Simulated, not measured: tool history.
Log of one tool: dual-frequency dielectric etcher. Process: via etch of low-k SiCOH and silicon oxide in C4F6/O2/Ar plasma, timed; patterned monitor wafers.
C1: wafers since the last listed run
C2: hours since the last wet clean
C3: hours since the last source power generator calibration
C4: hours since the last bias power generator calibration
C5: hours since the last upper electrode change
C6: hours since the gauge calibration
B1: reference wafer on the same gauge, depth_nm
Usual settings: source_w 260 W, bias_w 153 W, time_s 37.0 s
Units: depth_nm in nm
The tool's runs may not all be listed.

{"run": 1, "hour": 0.0, "source_w": 260, "bias_w": 153, "time_s": 32.0, "C1": 0, "C2": 332.4, "C3": 2222.2, "C4": 2561.6, "C5": 4143.8, "C6": 1012.6, "B1": 101.3, "depth_nm": 72.4}
{"hour": 220.6, "done": "wet clean of the chamber"}
{"run": 2, "hour": 317.9, "source_w": 260, "bias_w": 153, "time_s": 32.0, "C1": 2975, "C2": 97.3, "C3": 2540.1, "C4": 2879.5, "C5": 4461.7, "C6": 1330.5, "B1": 101.3, "depth_nm": 73.7}
{"run": 3, "hour": 415.8, "source_w": 260, "bias_w": 153, "time_s": 32.0, "C1": 991, "C2": 195.2, "C3": 2638.0, "C4": 2977.4, "C5": 4559.6, "C6": 1428.4, "B1": 101.3, "depth_nm": 73.1}
{"run": 4, "hour": 480.2, "source_w": 260, "bias_w": 153, "time_s": 37.0, "C1": 651, "C2": 259.6, "C3": 2702.4, "C4": 3041.8, "C5": 4624.0, "C6": 1492.8, "B1": 101.4, "depth_nm": 84.5}
{"run": 5, "hour": 575.9, "source_w": 260, "bias_w": 153, "time_s": 37.0, "C1": 968, "C2": 355.3, "C3": 2798.1, "C4": 3137.5, "C5": 4719.7, "C6": 1588.5, "B1": 101.3, "depth_nm": 84.1}
{"hour": 720.2, "done": "gauge calibrated"}
{"hour": 767.0, "done": "wet clean of the chamber"}
{"hour": 786.7, "done": "upper electrode replaced"}
{"run": 6, "hour": 787.2, "source_w": 260, "bias_w": 153, "time_s": 37.0, "C1": 1696, "C2": 20.2, "C3": 3009.4, "C4": 3348.8, "C5": 0.5, "C6": 67.0, "B1": 101.4, "depth_nm": 84.6}
{"run": 7, "hour": 795.4, "source_w": 290, "bias_w": 153, "time_s": 29.0, "C1": 83, "C2": 28.4, "C3": 3017.6, "C4": 3357.0, "C5": 8.7, "C6": 75.2, "B1": 101.2, "depth_nm": 67.7}
{"run": 8, "hour": 893.3, "source_w": 260, "bias_w": 153, "time_s": 31.5, "C1": 991, "C2": 126.3, "C3": 3115.5, "C4": 3454.9, "C5": 106.6, "C6": 173.1, "B1": 101.4, "depth_nm": 71.3}
{"run": 9, "hour": 959.5, "source_w": 260, "bias_w": 153, "time_s": 31.5, "C1": 670, "C2": 192.5, "C3": 3181.7, "C4": 3521.1, "C5": 172.8, "C6": 239.3, "B1": 101.3, "depth_nm": 71.4}
{"run": 10, "hour": 1063.7, "source_w": 230, "bias_w": 153, "time_s": 42.0, "C1": 1054, "C2": 296.7, "C3": 3285.9, "C4": 3625.3, "C5": 277.0, "C6": 343.5, "B1": 101.3, "depth_nm": 91.9}
{"hour": 1151.3, "done": "bias power generator calibrated"}
{"run": 11, "hour": 1158.2, "source_w": 260, "bias_w": 153, "time_s": 37.0, "C1": 916, "C2": 391.2, "C3": 3380.4, "C4": 6.9, "C5": 371.5, "C6": 438.0, "B1": 101.2, "depth_nm": 85.3}
{"run": 12, "hour": 1204.1, "source_w": 280, "bias_w": 122, "time_s": 37.0, "C1": 464, "C2": 437.1, "C3": 3426.3, "C4": 52.8, "C5": 417.4, "C6": 483.9, "B1": 101.3, "depth_nm": 76.3}
{"run": 13, "hour": 1288.1, "source_w": 260, "bias_w": 153, "time_s": 43.5, "C1": 850, "C2": 521.1, "C3": 3510.3, "C4": 136.8, "C5": 501.4, "C6": 567.9, "B1": 101.3, "depth_nm": 99.0}
{"run": 14, "hour": 1335.3, "source_w": 260, "bias_w": 179, "time_s": 28.0, "C1": 477, "C2": 568.3, "C3": 3557.5, "C4": 184.0, "C5": 548.6, "C6": 615.1, "B1": 101.3, "depth_nm": 68.4}
{"run": 15, "hour": 1401.4, "source_w": 210, "bias_w": 153, "time_s": 45.5, "C1": 669, "C2": 634.4, "C3": 3623.6, "C4": 250.1, "C5": 614.7, "C6": 681.2, "B1": 101.3, "depth_nm": 98.1}
{"hour": 1484.7, "done": "wet clean of the chamber"}
{"run": 16, "hour": 1494.4, "source_w": 260, "bias_w": 153, "time_s": 32.0, "C1": 698, "C2": 9.7, "C3": 3716.6, "C4": 343.1, "C5": 707.7, "C6": 774.2, "B1": 101.3, "depth_nm": 74.8}
{"run": 17, "hour": 1596.5, "source_w": 260, "bias_w": 153, "time_s": 37.0, "C1": 1033, "C2": 111.8, "C3": 3818.7, "C4": 445.2, "C5": 809.8, "C6": 876.3, "B1": 101.3, "depth_nm": 86.0}
{"hour": 1623.3, "done": "source power generator calibrated"}
{"run": 18, "hour": 1699.3, "source_w": 260, "bias_w": 153, "time_s": 37.0, "C1": 1000, "C2": 214.6, "C3": 76.0, "C4": 548.0, "C5": 912.6, "C6": 979.1, "B1": 101.2, "depth_nm": 85.8}
{"run": 19, "hour": 1744.7, "source_w": 260, "bias_w": 153, "time_s": 30.5, "C1": 459, "C2": 260.0, "C3": 121.4, "C4": 593.4, "C5": 958.0, "C6": 1024.5, "B1": 101.2, "depth_nm": 70.3}
{"hour": 2043.2, "done": "wet clean of the chamber"}
{"run": 20, "hour": 2050.9, "source_w": 260, "bias_w": 117, "time_s": 43.0, "C1": 2856, "C2": 7.7, "C3": 427.6, "C4": 899.6, "C5": 1264.2, "C6": 1330.7, "B1": 101.2, "depth_nm": 87.0}

Forecast each of these 3 alternatives for the next run:
{"run": "A", "hour": 2051.3, "source_w": 260, "bias_w": 137, "time_s": 37.0, "C1": 4, "C2": 8.1, "C3": 428.0, "C4": 900.0, "C5": 1264.6, "C6": 1331.1, "B1": "?", "depth_nm": "?"}
{"run": "B", "hour": 2051.3, "source_w": 260, "bias_w": 141, "time_s": 27.0, "C1": 4, "C2": 8.1, "C3": 428.0, "C4": 900.0, "C5": 1264.6, "C6": 1331.1, "B1": "?", "depth_nm": "?"}
{"run": "C", "hour": 2051.3, "source_w": 280, "bias_w": 128, "time_s": 28.5, "C1": 4, "C2": 8.1, "C3": 428.0, "C4": 900.0, "C5": 1264.6, "C6": 1331.1, "B1": "?", "depth_nm": "?"}

run=A B1=101.3 depth_nm=81.4
run=B B1=101.3 depth_nm=60.3
run=C B1=101.3 depth_nm=61.6
Without the tool's hidden state the same runs would have given:
run=A depth_nm=82.4
run=B depth_nm=61.0
run=C depth_nm=62.3
